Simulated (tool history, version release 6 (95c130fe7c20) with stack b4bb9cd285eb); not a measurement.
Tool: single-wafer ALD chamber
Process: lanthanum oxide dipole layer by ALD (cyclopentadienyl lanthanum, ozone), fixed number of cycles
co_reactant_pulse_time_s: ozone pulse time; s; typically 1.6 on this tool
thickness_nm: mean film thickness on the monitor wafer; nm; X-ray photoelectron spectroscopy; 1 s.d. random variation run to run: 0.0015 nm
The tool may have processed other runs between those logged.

run,hour,co_reactant_pulse_time_s,wafers since the last listed run,hours since the last thermocouple change,hours since the last ozone generator service,hours since the showerhead was replaced,hours since the gauge calibration,"read-back reference wafer on the same gauge, thickness_nm",thickness_nm
1,0,1.82,0,1966.4,524.6,4376.7,140.4,0.43,0.496
2,29.2,1.82,637,1995.6,553.8,4405.9,169.6,0.43,0.493
3,49.1,1.82,434,2015.5,573.7,4425.8,189.5,0.43,0.497
4,64.1,1.6,327,2030.5,588.7,4440.8,204.5,0.43,0.476
5,98.2,1.6,744,2064.6,622.8,4474.9,238.6,0.43,0.476
6,117.1,1.6,412,2083.5,641.7,4493.8,257.5,0.43,0.476
7,149.4,1.6,704,2115.8,674,4526.1,289.8,0.43,0.478
# hour 173.3: gauge calibrated
8,177.9,1.98,621,2144.3,702.5,4554.6,4.6,0.43,0.503
9,194.9,1.98,370,2161.3,719.5,4571.6,21.6,0.43,0.503
# hour 214.2: showerhead replaced
# hour 225: thermocouple changed; heater temperature recalibrated
10,225.5,2.13,318,0.5,750.1,11.3,52.2,0.43,0.506
# hour 246.4: ozone generator serviced
11,246.9,1.93,292,21.9,0.5,32.7,73.6,0.43,0.457
12,261.9,0.97,327,36.9,15.5,47.7,88.6,0.43,0.283
13,275.6,1.27,298,50.6,29.2,61.4,102.3,0.43,0.353
14,292.5,1.02,368,67.5,46.1,78.3,119.2,0.43,0.284
15,308.8,1.43,355,83.8,62.4,94.6,135.5,0.43,0.368
# hour 331.6: ozone generator serviced, repeated, since the last time left the tool worse
16,332.1,1.6,333,107.1,0.5,117.9,158.8,0.43,0.506
17,350.8,1.6,408,125.8,19.2,136.6,177.5,0.43,0.504
18,362.9,1.6,264,137.9,31.3,148.7,189.6,0.43,0.504

Each row is a separate what-if for the run after 18, all from the same tool condition, not one after another. Results?
A,363.3,1.26,8,138.3,31.7,149.1,190,?,?
B,363.3,1.3,8,138.3,31.7,149.1,190,?,?
C,363.3,1.89,8,138.3,31.7,149.1,190,?,?
D,363.3,2.2,8,138.3,31.7,149.1,190,?,?

run,"read-back reference wafer on the same gauge, thickness_nm",thickness_nm
A,0.43,0.471
B,0.43,0.476
C,0.43,0.515
D,0.43,0.521
Stripped of hidden state, with their random variation kept, the same runs would have yielded:
run,thickness_nm
A,0.475
B,0.48
C,0.516
D,0.522
